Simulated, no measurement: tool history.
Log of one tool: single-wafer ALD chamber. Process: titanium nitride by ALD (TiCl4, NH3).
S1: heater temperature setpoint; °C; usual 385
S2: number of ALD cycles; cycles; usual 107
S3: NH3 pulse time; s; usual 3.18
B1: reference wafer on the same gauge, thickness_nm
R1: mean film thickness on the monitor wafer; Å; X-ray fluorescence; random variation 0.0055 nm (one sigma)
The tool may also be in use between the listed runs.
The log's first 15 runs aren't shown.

run	day	S1	S2	S3	B1	R1
16	38.733	385	107	3.18	2.062	21.89
17	40.646	385	107	3.18	2.06	21.82
18	42.562	400	107	3.56	2.061	22.08
19	47.746	385	107	3.18	2.059	21.79
20	48.892	385	107	3.6	2.058	21.9
# day 50.229: thermocouple changed; heater temperature recalibrated
21	50.329	385	107	3.18	2.057	21.89
22	52.896	396	126	2	2.061	25.55
23	55.246	377	107	2.22	2.058	21.46
24	57.704	390	91	2.48	2.06	18.52
25	59.296	385	93	3.18	2.06	18.84
26	61.983	385	107	3.18	2.059	21.81
27	63.258	374	119	3.73	2.058	24.2
28	64.433	385	107	3.18	2.06	21.81
29	67.379	385	89	3.18	2.062	18.17
30	70.029	371	97	3.92	2.061	19.68
31	72.054	374	94	2.55	2.059	18.86
32	73.267	385	127	3.18	2.062	25.91
33	76.704	385	91	2.22	2.059	18.43
34	78.379	389	97	4.35	2.06	20.03

4 ways to go on from here, each from the tool as it stands after run 34. What would each give?
A	78.408	385	92	3.18	?	?
B	78.408	394	107	2.03	?	?
C	78.408	385	99	3.54	?	?
D	78.408	385	116	4.35	?	?

run	B1	R1
A	2.061	18.7
B	2.061	21.61
C	2.061	20.19
D	2.061	23.81
Without the tool's hidden state the same runs would have given:
run	R1
A	18.7
B	21.61
C	20.19
D	23.81
